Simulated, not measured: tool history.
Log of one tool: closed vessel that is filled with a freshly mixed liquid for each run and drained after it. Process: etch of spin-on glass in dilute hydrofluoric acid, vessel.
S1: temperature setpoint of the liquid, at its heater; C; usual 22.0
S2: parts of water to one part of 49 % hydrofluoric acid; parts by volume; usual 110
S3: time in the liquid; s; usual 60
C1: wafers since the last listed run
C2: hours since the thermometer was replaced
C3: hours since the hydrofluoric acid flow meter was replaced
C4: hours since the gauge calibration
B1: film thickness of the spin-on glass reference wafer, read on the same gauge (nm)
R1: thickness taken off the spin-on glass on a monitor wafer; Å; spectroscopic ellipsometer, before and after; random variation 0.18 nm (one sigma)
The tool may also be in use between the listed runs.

run,hour,S1,S2,S3,C1,C2,C3,C4,B1,R1
1,0.0,22.0,110,50,0,1093.6,801.8,546.1,30.15,220.7
# hour 1.8: hydrofluoric acid flow meter replaced
2,26.9,22.0,110,50,1867,1120.5,25.1,573.0,30.16,219.4
3,65.8,22.0,110,60,2804,1159.4,64.0,611.9,30.25,261.9
4,126.9,22.0,110,60,4405,1220.5,125.1,673.0,30.21,263.5
5,187.7,22.0,110,60,4383,1281.3,185.9,733.8,30.24,262.9
6,240.7,22.0,110,60,3821,1334.3,238.9,786.8,30.30,262.5
7,293.0,22.0,110,35,3770,1386.6,291.2,839.1,30.33,153.4
8,335.8,22.0,70,60,3085,1429.4,334.0,881.9,30.31,440.3
9,402.0,22.0,70,60,4773,1495.6,400.2,948.1,30.37,439.1
10,603.5,22.0,110,85,14528,1697.1,601.7,1149.6,30.53,373.8
11,658.4,22.0,110,60,3958,1752.0,656.6,1204.5,30.59,265.3
12,811.1,19.0,110,60,11009,1904.7,809.3,1357.2,30.80,238.6
# hour 828.5: hydrofluoric acid flow meter replaced
13,851.2,19.5,70,80,2819,1944.8,22.7,1397.3,30.81,535.6
14,921.0,17.5,155,30,5032,2014.6,92.5,1467.1,30.91,75.9
# hour 928.3: thermometer replaced
15,986.7,24.5,110,60,4664,58.4,158.2,1532.8,30.97,297.0
16,1043.6,23.5,110,50,4102,115.3,215.1,1589.7,31.07,239.4
17,1072.4,22.0,110,60,2076,144.1,243.9,1618.5,31.10,271.3
# hour 1076.5: gauge calibrated
18,1125.7,17.5,110,80,3842,197.4,297.2,49.2,30.15,294.5
19,1195.4,19.5,75,70,5025,267.1,366.9,118.9,30.04,418.5
20,1263.4,24.5,60,35,4902,335.1,434.9,186.9,30.11,330.0
21,1304.0,18.0,140,85,2927,375.7,475.5,227.5,30.09,239.4
22,1351.9,22.0,90,35,3453,423.6,523.4,275.4,30.12,195.0
23,1420.9,22.0,155,75,4974,492.6,592.4,344.4,30.13,222.4
24,1491.4,22.0,110,60,5083,563.1,662.9,414.9,30.17,261.8
25,1559.8,22.0,110,50,4931,631.5,731.3,483.3,30.23,220.2

Measured less the same run without the tool's hidden state. The same run-to-run variation is in both; the gauge's scatter may not be:
The hidden state here: liquid colder than its thermometer reads (K); hydrofluoric acid flow below the setpoint (%); gauge reads high (%).
run,R1
1,+1.0
2,+1.1
3,+1.4
4,+1.7
5,+2.0
6,+2.4
7,+1.6
8,+4.9
9,+5.6
10,+6.8
11,+5.3
12,+6.0
13,+14.2
14,+2.2
15,+9.4
16,+8.1
17,+9.5
18,+0.9
19,+1.2
20,+1.1
21,+0.8
22,+0.8
23,+1.0
24,+1.3
25,+1.3
